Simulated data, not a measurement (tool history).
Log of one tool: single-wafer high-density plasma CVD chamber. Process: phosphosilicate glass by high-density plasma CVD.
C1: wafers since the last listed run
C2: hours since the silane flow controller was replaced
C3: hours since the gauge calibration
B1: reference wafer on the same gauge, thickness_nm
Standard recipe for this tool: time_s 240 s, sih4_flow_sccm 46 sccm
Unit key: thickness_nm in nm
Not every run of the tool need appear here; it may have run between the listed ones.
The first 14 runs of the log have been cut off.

Run 15, hour 273.2: usual settings but time_s 268 s, sih4_flow_sccm 51 sccm; C1 104; C2 3673.4; C3 43.7; B1 1169.397. Result: thickness_nm 1171.052 nm.
Run 16, hour 288.7: usual settings but time_s 209 s, sih4_flow_sccm 54 sccm; C1 96; C2 3688.9; C3 59.2; B1 1169.490. Result: thickness_nm 968.949 nm.
Run 17, hour 300.9: usual settings but time_s 216 s; C1 76; C2 3701.1; C3 71.4; B1 1169.551. Result: thickness_nm 847.641 nm.
Run 18, hour 317.3: usual settings but time_s 208 s; C1 102; C2 3717.5; C3 87.8; B1 1170.316. Result: thickness_nm 822.767 nm.
Run 19, hour 325.6: usual settings but time_s 203 s, sih4_flow_sccm 53 sccm; C1 51; C2 3725.8; C3 96.1; B1 1170.438. Result: thickness_nm 921.529 nm.
Run 20, hour 341.7: usual settings but time_s 210 s, sih4_flow_sccm 38 sccm; C1 100; C2 3741.9; C3 112.2; B1 1170.308. Result: thickness_nm 680.910 nm.
At hour 349.8: silane flow controller replaced.
Run 21, hour 352.4: usual settings; C1 16; C2 2.6; C3 122.9; B1 1170.758. Result: thickness_nm 1009.712 nm.
Run 22, hour 360.8: usual settings but time_s 280 s, sih4_flow_sccm 49 sccm; C1 52; C2 11.0; C3 131.3; B1 1170.509. Result: thickness_nm 1256.480 nm.
Run 23, hour 372.3: usual settings but time_s 260 s, sih4_flow_sccm 55 sccm; C1 71; C2 22.5; C3 142.8; B1 1169.944. Result: thickness_nm 1308.157 nm.
Run 24, hour 388.8: usual settings but time_s 271 s; C1 103; C2 39.0; C3 159.3; B1 1170.500. Result: thickness_nm 1141.553 nm.
Run 25, hour 402.9: usual settings but time_s 198 s, sih4_flow_sccm 52 sccm; C1 88; C2 53.1; C3 173.4; B1 1170.672. Result: thickness_nm 939.061 nm.
Run 26, hour 412.2: usual settings; C1 58; C2 62.4; C3 182.7; B1 1169.707. Result: thickness_nm 1007.719 nm.
Run 27, hour 427.5: usual settings but sih4_flow_sccm 54 sccm; C1 95; C2 77.7; C3 198.0; B1 1169.760. Result: thickness_nm 1182.052 nm.
Run 28, hour 436.0: usual settings; C1 53; C2 86.2; C3 206.5; B1 1170.065. Result: thickness_nm 1010.085 nm.
Run 29, hour 448.6: usual settings but time_s 228 s; C1 78; C2 98.8; C3 219.1; B1 1169.830. Result: thickness_nm 955.570 nm.
Run 30, hour 455.6: usual settings; C1 43; C2 105.8; C3 226.1; B1 1169.416. Result: thickness_nm 1006.631 nm.
Run 31, hour 470.9: usual settings but time_s 204 s, sih4_flow_sccm 41 sccm; C1 95; C2 121.1; C3 241.4; B1 1170.243. Result: thickness_nm 760.991 nm.

Each row is a separate what-if for the run after 31, all from the same tool condition, not one after another. Results?
Run A, hour 471.4: usual settings but time_s 253 s; C1 3; C2 121.6; C3 241.9; B1 ?. Result: thickness_nm ?.
Run B, hour 471.4: usual settings but time_s 276 s; C1 3; C2 121.6; C3 241.9; B1 ?. Result: thickness_nm ?.
Run C, hour 471.4: usual settings but time_s 216 s, sih4_flow_sccm 51 sccm; C1 3; C2 121.6; C3 241.9; B1 ?. Result: thickness_nm ?.
Run D, hour 471.4: usual settings but time_s 260 s; C1 3; C2 121.6; C3 241.9; B1 ?. Result: thickness_nm ?.
Run E, hour 471.4: usual settings but time_s 218 s, sih4_flow_sccm 54 sccm; C1 3; C2 121.6; C3 241.9; B1 ?. Result: thickness_nm ?.

run        B1  thickness_nm
  A  1170.074      1061.255
  B  1170.074      1157.732
  C  1170.074      1004.535
  D  1170.074      1090.617
  E  1170.074      1073.474
Without the tool's unlogged condition, the same runs would have read:
run  thickness_nm
  A      1064.337
  B      1161.095
  C      1007.453
  D      1093.785
  E      1076.592
